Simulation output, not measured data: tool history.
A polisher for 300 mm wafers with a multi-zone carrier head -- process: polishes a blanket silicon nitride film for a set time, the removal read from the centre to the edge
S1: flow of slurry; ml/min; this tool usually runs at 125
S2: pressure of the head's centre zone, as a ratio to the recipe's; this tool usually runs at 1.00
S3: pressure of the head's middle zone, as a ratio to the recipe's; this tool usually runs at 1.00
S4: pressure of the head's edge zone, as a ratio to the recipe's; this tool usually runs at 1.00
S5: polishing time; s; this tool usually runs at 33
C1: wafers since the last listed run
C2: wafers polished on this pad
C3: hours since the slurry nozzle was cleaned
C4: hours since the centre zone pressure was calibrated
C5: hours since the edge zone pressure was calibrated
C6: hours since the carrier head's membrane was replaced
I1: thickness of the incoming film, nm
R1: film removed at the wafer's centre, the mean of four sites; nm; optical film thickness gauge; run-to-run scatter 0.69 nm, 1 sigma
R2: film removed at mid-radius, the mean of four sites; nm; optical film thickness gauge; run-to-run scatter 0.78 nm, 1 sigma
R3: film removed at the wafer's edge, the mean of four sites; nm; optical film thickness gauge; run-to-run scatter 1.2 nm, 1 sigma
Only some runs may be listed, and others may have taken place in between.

run,hour,S1,S2,S3,S4,S5,C1,C2,C3,C4,C5,C6,I1,R1,R2,R3
1,0.0,125,1.00,1.00,1.06,33,0,870,21.2,676.0,377.9,1042.1,762.9,100.0,103.4,110.9
2,23.2,125,1.11,0.91,1.08,33,150,1020,44.4,699.2,401.1,1065.3,752.1,106.6,96.0,110.4
# hour 31.3: carrier head's membrane replaced by a new one
# hour 32.6: edge zone pressure recalibrated
3,40.9,170,1.03,0.88,1.00,45,73,1094,62.1,716.9,8.3,9.6,769.9,148.7,135.2,154.2
# hour 50.5: worn pad replaced by a new one
4,58.9,80,0.95,0.97,1.00,23,90,54,80.1,734.9,26.3,27.6,776.9,56.0,59.5,66.7
5,91.7,100,1.00,1.03,1.00,33,212,267,112.9,767.7,59.1,60.4,764.5,91.9,98.7,101.3
# hour 100.0: centre zone pressure recalibrated
6,120.9,125,1.00,0.91,1.11,33,176,444,142.1,20.9,88.3,89.6,768.5,102.7,92.8,111.9
7,143.1,125,1.00,1.00,1.00,33,144,588,164.3,43.1,110.5,111.8,770.0,102.4,101.8,105.5
8,178.4,125,1.00,1.08,1.00,33,229,817,199.6,78.4,145.8,147.1,761.1,103.0,108.4,106.3
# hour 200.4: slurry nozzle cleaned
9,208.1,125,1.00,1.00,1.00,33,186,1003,7.7,108.1,175.5,176.8,769.2,103.5,103.6,107.7
10,230.4,155,1.00,1.00,1.00,33,144,1148,30.0,130.4,197.8,199.1,769.4,109.7,108.0,109.4
# hour 240.8: worn pad replaced by a new one
11,281.4,125,1.00,1.00,1.00,33,305,263,81.0,181.4,248.8,250.1,766.9,103.4,101.6,107.7
12,296.9,165,1.08,1.00,1.00,29,100,364,96.5,196.9,264.3,265.6,777.5,100.6,93.9,96.3
13,313.8,125,1.00,1.00,1.00,33,109,474,113.4,213.8,281.2,282.5,765.4,101.6,102.9,104.6
14,327.7,125,1.00,1.00,1.00,33,90,564,127.3,227.7,295.1,296.4,771.7,101.7,100.5,105.7
15,350.1,165,1.11,1.00,1.00,33,145,709,149.7,250.1,317.5,318.8,761.2,116.5,107.9,110.4
16,380.7,125,1.00,1.08,1.00,27,198,908,180.3,280.7,348.1,349.4,765.3,83.3,87.6,85.6
17,404.2,125,1.00,1.11,1.09,33,152,1060,203.8,304.2,371.6,372.9,768.8,101.0,111.1,110.3
18,423.5,170,1.00,0.90,1.10,38,125,1185,223.1,323.5,390.9,392.2,755.6,124.7,114.4,135.7
# hour 437.4: edge zone pressure recalibrated
# hour 444.3: slurry nozzle cleaned
# hour 461.5: worn pad replaced by a new one
19,462.0,125,1.00,1.00,1.00,33,204,2,17.7,362.0,24.6,430.7,769.6,103.3,102.6,105.5
20,481.6,125,1.00,1.00,1.00,33,127,130,37.3,381.6,44.2,450.3,775.6,100.7,101.8,105.5
21,501.2,125,0.94,0.91,0.94,27,127,257,56.9,401.2,63.8,469.9,772.3,79.9,76.4,82.7

Consider 5 possible next runs. They are alternatives, not a sequence: every one starts from the tool as it was left by run 21. What does each give?
A,501.6,125,1.00,1.00,1.00,33,2,259,57.3,401.6,64.2,470.3,758.1,?,?,?
B,501.6,95,1.00,1.00,1.00,33,2,259,57.3,401.6,64.2,470.3,758.1,?,?,?
C,501.6,105,1.00,1.00,1.00,44,2,259,57.3,401.6,64.2,470.3,758.1,?,?,?
D,501.6,125,1.00,1.00,1.00,37,2,259,57.3,401.6,64.2,470.3,758.1,?,?,?
E,501.6,125,1.12,1.00,0.93,33,2,259,57.3,401.6,64.2,470.3,758.1,?,?,?

run,R1,R2,R3
A,100.6,102.9,107.0
B,91.0,94.3,100.9
C,126.3,130.3,137.7
D,112.8,115.4,119.9
E,107.2,102.9,103.3
Stripped of hidden state, with their random variation kept, the same runs would have yielded:
run,R1,R2,R3
A,105.6,104.8,108.4
B,96.2,96.7,102.6
C,133.2,133.2,139.8
D,118.4,117.5,121.5
E,112.5,104.8,104.7
